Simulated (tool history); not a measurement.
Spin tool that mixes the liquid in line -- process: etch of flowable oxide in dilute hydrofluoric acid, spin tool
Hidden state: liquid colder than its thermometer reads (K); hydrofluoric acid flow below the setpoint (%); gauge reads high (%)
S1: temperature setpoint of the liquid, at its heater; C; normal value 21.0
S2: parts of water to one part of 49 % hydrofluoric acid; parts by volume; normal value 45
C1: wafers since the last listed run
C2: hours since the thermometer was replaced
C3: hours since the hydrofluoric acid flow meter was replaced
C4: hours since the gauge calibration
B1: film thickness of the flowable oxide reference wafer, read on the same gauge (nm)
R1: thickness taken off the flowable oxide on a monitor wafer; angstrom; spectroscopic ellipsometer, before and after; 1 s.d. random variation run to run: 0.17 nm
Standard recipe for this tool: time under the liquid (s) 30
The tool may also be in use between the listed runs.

run 1 hour=0.0 | S1=21.0 S2=45 time_under_the_liquid_(s)=30 | C1=0 C2=2014.3 C3=900.2 C4=417.4 | B1=109.99 | R1=334.7
run 2 hour=13.6 | S1=21.0 S2=40 time_under_the_liquid_(s)=25 | C1=217 C2=2027.9 C3=913.8 C4=431.0 | B1=110.02 | R1=318.2
run 3 hour=28.7 | S1=21.0 S2=40 time_under_the_liquid_(s)=25 | C1=241 C2=2043.0 C3=928.9 C4=446.1 | B1=110.02 | R1=315.3
run 4 hour=44.4 | S1=21.0 S2=45 time_under_the_liquid_(s)=30 | C1=251 C2=2058.7 C3=944.6 C4=461.8 | B1=110.00 | R1=339.6
run 5 hour=55.9 | S1=17.0 S2=45 time_under_the_liquid_(s)=30 | C1=184 C2=2070.2 C3=956.1 C4=473.3 | B1=109.99 | R1=283.4
run 6 hour=67.2 | S1=17.0 S2=45 time_under_the_liquid_(s)=30 | C1=180 C2=2081.5 C3=967.4 C4=484.6 | B1=110.01 | R1=283.0
run 7 hour=101.1 | S1=17.0 S2=45 time_under_the_liquid_(s)=30 | C1=542 C2=2115.4 C3=1001.3 C4=518.5 | B1=109.98 | R1=281.8
run 8 hour=119.1 | S1=21.0 S2=55 time_under_the_liquid_(s)=30 | C1=288 C2=2133.4 C3=1019.3 C4=536.5 | B1=110.01 | R1=271.3
run 9 hour=129.9 | S1=21.0 S2=55 time_under_the_liquid_(s)=30 | C1=172 C2=2144.2 C3=1030.1 C4=547.3 | B1=110.02 | R1=270.7
run 10 hour=141.2 | S1=21.0 S2=55 time_under_the_liquid_(s)=30 | C1=180 C2=2155.5 C3=1041.4 C4=558.6 | B1=109.98 | R1=272.3
run 11 hour=149.5 | S1=21.0 S2=45 time_under_the_liquid_(s)=30 | C1=132 C2=2163.8 C3=1049.7 C4=566.9 | B1=109.99 | R1=334.6
run 12 hour=164.6 | S1=21.0 S2=45 time_under_the_liquid_(s)=30 | C1=241 C2=2178.9 C3=1064.8 C4=582.0 | B1=109.98 | R1=335.5
-- hour=170.3 gauge calibrated
run 13 hour=177.3 | S1=18.0 S2=45 time_under_the_liquid_(s)=30 | C1=203 C2=2191.6 C3=1077.5 C4=7.0 | B1=110.01 | R1=296.2
run 14 hour=186.2 | S1=21.0 S2=45 time_under_the_liquid_(s)=30 | C1=142 C2=2200.5 C3=1086.4 C4=15.9 | B1=110.01 | R1=334.0
run 15 hour=198.2 | S1=21.0 S2=35 time_under_the_liquid_(s)=25 | C1=192 C2=2212.5 C3=1098.4 C4=27.9 | B1=110.00 | R1=363.2
run 16 hour=209.5 | S1=17.0 S2=45 time_under_the_liquid_(s)=30 | C1=180 C2=2223.8 C3=1109.7 C4=39.2 | B1=110.00 | R1=279.9
run 17 hour=216.1 | S1=21.0 S2=45 time_under_the_liquid_(s)=30 | C1=105 C2=2230.4 C3=1116.3 C4=45.8 | B1=110.00 | R1=335.2
-- hour=223.7 hydrofluoric acid flow meter replaced
run 18 hour=224.2 | S1=24.0 S2=30 time_under_the_liquid_(s)=15 | C1=113 C2=2238.5 C3=0.5 C4=53.9 | B1=110.02 | R1=291.0
run 19 hour=233.9 | S1=21.0 S2=45 time_under_the_liquid_(s)=30 | C1=155 C2=2248.2 C3=10.2 C4=63.6 | B1=110.02 | R1=330.3
run 20 hour=246.3 | S1=21.0 S2=45 time_under_the_liquid_(s)=30 | C1=198 C2=2260.6 C3=22.6 C4=76.0 | B1=110.00 | R1=334.8
-- hour=257.7 thermometer replaced
run 21 hour=263.5 | S1=21.0 S2=45 time_under_the_liquid_(s)=30 | C1=259 C2=5.8 C3=39.8 C4=93.2 | B1=110.00 | R1=315.4
run 22 hour=308.2 | S1=19.0 S2=40 time_under_the_liquid_(s)=40 | C1=715 C2=50.5 C3=84.5 C4=137.9 | B1=110.03 | R1=435.5
run 23 hour=335.7 | S1=21.0 S2=45 time_under_the_liquid_(s)=35 | C1=440 C2=78.0 C3=112.0 C4=165.4 | B1=110.01 | R1=367.3
-- hour=346.3 thermometer replaced, repeated, since the last time left the tool worse
run 24 hour=349.7 | S1=25.5 S2=45 time_under_the_liquid_(s)=30 | C1=208 C2=3.4 C3=126.0 C4=179.4 | B1=110.02 | R1=434.6
run 25 hour=365.4 | S1=21.0 S2=45 time_under_the_liquid_(s)=30 | C1=251 C2=19.1 C3=141.7 C4=195.1 | B1=109.99 | R1=359.4
run 26 hour=374.9 | S1=23.0 S2=35 time_under_the_liquid_(s)=50 | C1=152 C2=28.6 C3=151.2 C4=204.6 | B1=110.01 | R1=854.9
run 27 hour=388.5 | S1=22.5 S2=45 time_under_the_liquid_(s)=35 | C1=217 C2=42.2 C3=164.8 C4=218.2 | B1=109.99 | R1=446.9
run 28 hour=395.2 | S1=21.0 S2=30 time_under_the_liquid_(s)=30 | C1=107 C2=48.9 C3=171.5 C4=224.9 | B1=110.00 | R1=549.4
run 29 hour=405.2 | S1=17.0 S2=30 time_under_the_liquid_(s)=15 | C1=160 C2=58.9 C3=181.5 C4=234.9 | B1=110.02 | R1=231.3
run 30 hour=419.0 | S1=21.0 S2=40 time_under_the_liquid_(s)=25 | C1=221 C2=72.7 C3=195.3 C4=248.7 | B1=110.01 | R1=338.6
run 31 hour=430.0 | S1=21.0 S2=60 time_under_the_liquid_(s)=40 | C1=176 C2=83.7 C3=206.3 C4=259.7 | B1=110.00 | R1=352.8
run 32 hour=443.6 | S1=21.0 S2=45 time_under_the_liquid_(s)=30 | C1=217 C2=97.3 C3=219.9 C4=273.3 | B1=109.99 | R1=359.5
run 33 hour=451.1 | S1=22.5 S2=40 time_under_the_liquid_(s)=20 | C1=120 C2=104.8 C3=227.4 C4=280.8 | B1=110.00 | R1=290.0

Below, some changes in R1 between adjacent runs. For each, the amount present without the hidden state too (settings, incoming material, random variation) and the amount remaining for the hidden state with gauge scatter not shared by both compared results:
Run 20 -> 21: thermometer replaced. R1 -19.4 angstrom: hidden state -17.9, all else -1.5.
Run 21 -> 22: S1 21.0 -> 19.0, S2 45 -> 40, time under the liquid (s) 30 -> 40. R1 +120.1 angstrom: hidden state -19.8, all else +139.9.
Run 23 -> 24: S1 21.0 -> 25.5, time under the liquid (s) 35 -> 30, thermometer replaced, repeated, since the last time left the tool worse. R1 +67.3 angstrom: hidden state +54.3, all else +13.0.
Run 25 -> 26: S1 21.0 -> 23.0, S2 45 -> 35, time under the liquid (s) 30 -> 50. R1 +495.5 angstrom: hidden state -1.2, all else +496.7.
Run 26 -> 27: S1 23.0 -> 22.5, S2 35 -> 45, time under the liquid (s) 50 -> 35. R1 -408.0 angstrom: hidden state +0.7, all else -408.7.
Run 28 -> 29: S1 21.0 -> 17.0, time under the liquid (s) 30 -> 15. R1 -318.1 angstrom: hidden state +0.7, all else -318.8.
